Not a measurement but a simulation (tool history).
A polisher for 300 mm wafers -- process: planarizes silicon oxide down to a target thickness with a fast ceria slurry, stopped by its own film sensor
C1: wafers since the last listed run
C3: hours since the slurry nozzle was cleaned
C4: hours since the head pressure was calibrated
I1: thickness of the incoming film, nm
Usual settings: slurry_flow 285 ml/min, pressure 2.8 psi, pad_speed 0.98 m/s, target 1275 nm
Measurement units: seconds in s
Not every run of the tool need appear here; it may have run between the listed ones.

run 1 hour=0 | slurry_flow=285 pressure=3.5 pad_speed=1.1 target=1275 | C1=0 wafers_polished_on_this_pad=4995 C3=607.3 C4=592.1 | I1=2238.3 | seconds=45.5
-- hour=2.5 head pressure recalibrated
-- hour=76.7 slurry nozzle cleaned
run 2 hour=77.2 | slurry_flow=285 pressure=2.8 pad_speed=0.98 target=1145 | C1=908 wafers_polished_on_this_pad=5903 C3=0.5 C4=74.7 | I1=2283.8 | seconds=67.4
run 3 hour=143.9 | slurry_flow=285 pressure=2.8 pad_speed=0.98 target=1145 | C1=816 wafers_polished_on_this_pad=6719 C3=67.2 C4=141.4 | I1=2286.5 | seconds=68.5
-- hour=224.1 worn pad replaced by a new one, of another model than before
run 4 hour=228.4 | slurry_flow=285 pressure=2.8 pad_speed=0.98 target=1275 | C1=985 wafers_polished_on_this_pad=52 C3=151.7 C4=225.9 | I1=2279.7 | seconds=59.2
run 5 hour=268.1 | slurry_flow=285 pressure=2.8 pad_speed=0.98 target=1275 | C1=485 wafers_polished_on_this_pad=538 C3=191.4 C4=265.6 | I1=2313.3 | seconds=61
run 6 hour=328.8 | slurry_flow=285 pressure=3.2 pad_speed=0.98 target=1275 | C1=742 wafers_polished_on_this_pad=1281 C3=252.1 C4=326.3 | I1=2307.7 | seconds=53.7
run 7 hour=419.2 | slurry_flow=285 pressure=3.2 pad_speed=0.98 target=1275 | C1=1106 wafers_polished_on_this_pad=2387 C3=342.5 C4=416.7 | I1=2256 | seconds=50.9
run 8 hour=517.3 | slurry_flow=285 pressure=2.8 pad_speed=0.98 target=1275 | C1=1200 wafers_polished_on_this_pad=3588 C3=440.6 C4=514.8 | I1=2297.5 | seconds=61.8
run 9 hour=616.6 | slurry_flow=285 pressure=2.8 pad_speed=1.26 target=1085 | C1=1215 wafers_polished_on_this_pad=4803 C3=539.9 C4=614.1 | I1=2275 | seconds=62.7
run 10 hour=701.8 | slurry_flow=285 pressure=2.8 pad_speed=1.26 target=1085 | C1=1042 wafers_polished_on_this_pad=5846 C3=625.1 C4=699.3 | I1=2281.7 | seconds=64.4
-- hour=705.6 slurry nozzle cleaned
-- hour=760.4 head pressure recalibrated
run 11 hour=761.4 | slurry_flow=285 pressure=2.8 pad_speed=1.26 target=1085 | C1=692 wafers_polished_on_this_pad=6538 C3=55.8 C4=1 | I1=2241.1 | seconds=57.7
run 12 hour=864.2 | slurry_flow=285 pressure=2.8 pad_speed=0.98 target=1497 | C1=1258 wafers_polished_on_this_pad=7796 C3=158.6 C4=103.8 | I1=2254 | seconds=45.2
-- hour=871.3 worn pad replaced by a new one
run 13 hour=975.9 | slurry_flow=285 pressure=2.8 pad_speed=1.16 target=1275 | C1=1318 wafers_polished_on_this_pad=1280 C3=270.3 C4=215.5 | I1=2280.9 | seconds=53.5
run 14 hour=1072.2 | slurry_flow=285 pressure=2.8 pad_speed=0.98 target=1275 | C1=1178 wafers_polished_on_this_pad=2458 C3=366.6 C4=311.8 | I1=2236.1 | seconds=57.7
run 15 hour=1298.6 | slurry_flow=285 pressure=2.8 pad_speed=0.98 target=1275 | C1=2770 wafers_polished_on_this_pad=5229 C3=593 C4=538.2 | I1=2271 | seconds=61.8
run 16 hour=1366.1 | slurry_flow=285 pressure=2.2 pad_speed=0.98 target=1275 | C1=826 wafers_polished_on_this_pad=6055 C3=660.5 C4=605.7 | I1=2284.8 | seconds=82.5
-- hour=1377.4 head pressure recalibrated
-- hour=1394.5 slurry nozzle cleaned
run 17 hour=1410.7 | slurry_flow=285 pressure=2.8 pad_speed=0.98 target=1275 | C1=509 wafers_polished_on_this_pad=6564 C3=16.2 C4=33.3 | I1=2299 | seconds=60.6
run 18 hour=1470.8 | slurry_flow=285 pressure=2.8 pad_speed=0.98 target=1145 | C1=735 wafers_polished_on_this_pad=7300 C3=76.3 C4=93.4 | I1=2330.2 | seconds=69.4
run 19 hour=1619.9 | slurry_flow=335 pressure=3.4 pad_speed=1.3 target=1275 | C1=1824 wafers_polished_on_this_pad=9124 C3=225.4 C4=242.5 | I1=2248 | seconds=38.6
-- hour=1653.5 worn pad replaced by a new one
run 20 hour=1697 | slurry_flow=285 pressure=2.8 pad_speed=1.2 target=1275 | C1=894 wafers_polished_on_this_pad=532 C3=302.5 C4=319.6 | I1=2252.4 | seconds=51.4
run 21 hour=1750.3 | slurry_flow=210 pressure=2.8 pad_speed=0.68 target=1432 | C1=652 wafers_polished_on_this_pad=1184 C3=355.8 C4=372.9 | I1=2278.3 | seconds=64.8
run 22 hour=1850.7 | slurry_flow=250 pressure=2.8 pad_speed=0.98 target=1136 | C1=1228 wafers_polished_on_this_pad=2413 C3=456.2 C4=473.3 | I1=2283.7 | seconds=70.6
run 23 hour=1889 | slurry_flow=285 pressure=2.8 pad_speed=0.98 target=1275 | C1=468 wafers_polished_on_this_pad=2882 C3=494.5 C4=511.6 | I1=2238.2 | seconds=57.6
-- hour=1981.7 slurry nozzle cleaned
run 24 hour=1984.6 | slurry_flow=230 pressure=2.8 pad_speed=0.98 target=1625 | C1=1157 wafers_polished_on_this_pad=4040 C3=2.9 C4=607.2 | I1=2263.9 | seconds=38.7
run 25 hour=2068.8 | slurry_flow=285 pressure=2.8 pad_speed=0.98 target=1275 | C1=1030 wafers_polished_on_this_pad=5070 C3=87.1 C4=691.4 | I1=2312.5 | seconds=61
-- hour=2098.3 head pressure recalibrated
run 26 hour=2149.3 | slurry_flow=285 pressure=2.8 pad_speed=1.12 target=1275 | C1=960 wafers_polished_on_this_pad=6031 C3=167.6 C4=51 | I1=2248.5 | seconds=52.5
run 27 hour=2250 | slurry_flow=285 pressure=2.8 pad_speed=0.98 target=1275 | C1=1232 wafers_polished_on_this_pad=7263 C3=268.3 C4=151.7 | I1=2251.7 | seconds=57.6
-- hour=2255 worn pad replaced by a new one
run 28 hour=2307.6 | slurry_flow=350 pressure=2.8 pad_speed=1.12 target=1275 | C1=655 wafers_polished_on_this_pad=643 C3=325.9 C4=209.3 | I1=2303.4 | seconds=55.6
run 29 hour=2398.7 | slurry_flow=285 pressure=2.8 pad_speed=0.98 target=936 | C1=1114 wafers_polished_on_this_pad=1758 C3=417 C4=300.4 | I1=2275.7 | seconds=79.6
run 30 hour=2499.2 | slurry_flow=190 pressure=2.8 pad_speed=0.98 target=1275 | C1=1229 wafers_polished_on_this_pad=2988 C3=517.5 C4=400.9 | I1=2305.6 | seconds=69.2
run 31 hour=2606 | slurry_flow=285 pressure=2.4 pad_speed=1.2 target=1275 | C1=1307 wafers_polished_on_this_pad=4295 C3=624.3 C4=507.7 | I1=2256.6 | seconds=64.8
run 32 hour=2657.3 | slurry_flow=285 pressure=2.4 pad_speed=0.98 target=1275 | C1=627 wafers_polished_on_this_pad=4922 C3=675.6 C4=559 | I1=2260.4 | seconds=76.1
-- hour=2706.7 head pressure recalibrated
run 33 hour=2723.5 | slurry_flow=325 pressure=2.8 pad_speed=0.98 target=1148 | C1=785 wafers_polished_on_this_pad=5708 C3=741.8 C4=16.8 | I1=2296.9 | seconds=76.5
-- hour=2753.3 slurry nozzle cleaned
run 34 hour=2762.7 | slurry_flow=285 pressure=2.8 pad_speed=1.26 target=1085 | C1=467 wafers_polished_on_this_pad=6176 C3=9.4 C4=56 | I1=2287.5 | seconds=61.1
run 35 hour=2826.1 | slurry_flow=285 pressure=2.8 pad_speed=0.98 target=997 | C1=775 wafers_polished_on_this_pad=6951 C3=72.8 C4=119.4 | I1=2275.8 | seconds=74.9
run 36 hour=2883.3 | slurry_flow=330 pressure=1.8 pad_speed=0.72 target=1275 | C1=700 wafers_polished_on_this_pad=7651 C3=130 C4=176.6 | I1=2296.4 | seconds=108.3
-- hour=2917.6 worn pad replaced by a new one
run 37 hour=2945.4 | slurry_flow=285 pressure=2.8 pad_speed=0.98 target=1377 | C1=711 wafers_polished_on_this_pad=340 C3=192.1 C4=238.7 | I1=2273.8 | seconds=53.5

Predict each of these 3 candidate next runs independently; none follows another, all start after run 37:
run A hour=2945.9 | slurry_flow=285 pressure=2.8 pad_speed=0.98 target=1150 | C1=6 wafers_polished_on_this_pad=346 C3=192.6 C4=239.2 | I1=2256.4 | seconds=?
run B hour=2945.9 | slurry_flow=285 pressure=3.2 pad_speed=1.32 target=1275 | C1=6 wafers_polished_on_this_pad=346 C3=192.6 C4=239.2 | I1=2256.4 | seconds=?
run C hour=2945.9 | slurry_flow=285 pressure=2.5 pad_speed=0.98 target=1275 | C1=6 wafers_polished_on_this_pad=346 C3=192.6 C4=239.2 | I1=2256.4 | seconds=?

run=A seconds=65.9
run=B seconds=42.4
run=C seconds=65.4
Without the tool's unlogged condition, the same runs would have read:
run=A seconds=65
run=B seconds=41.9
run=C seconds=64.6

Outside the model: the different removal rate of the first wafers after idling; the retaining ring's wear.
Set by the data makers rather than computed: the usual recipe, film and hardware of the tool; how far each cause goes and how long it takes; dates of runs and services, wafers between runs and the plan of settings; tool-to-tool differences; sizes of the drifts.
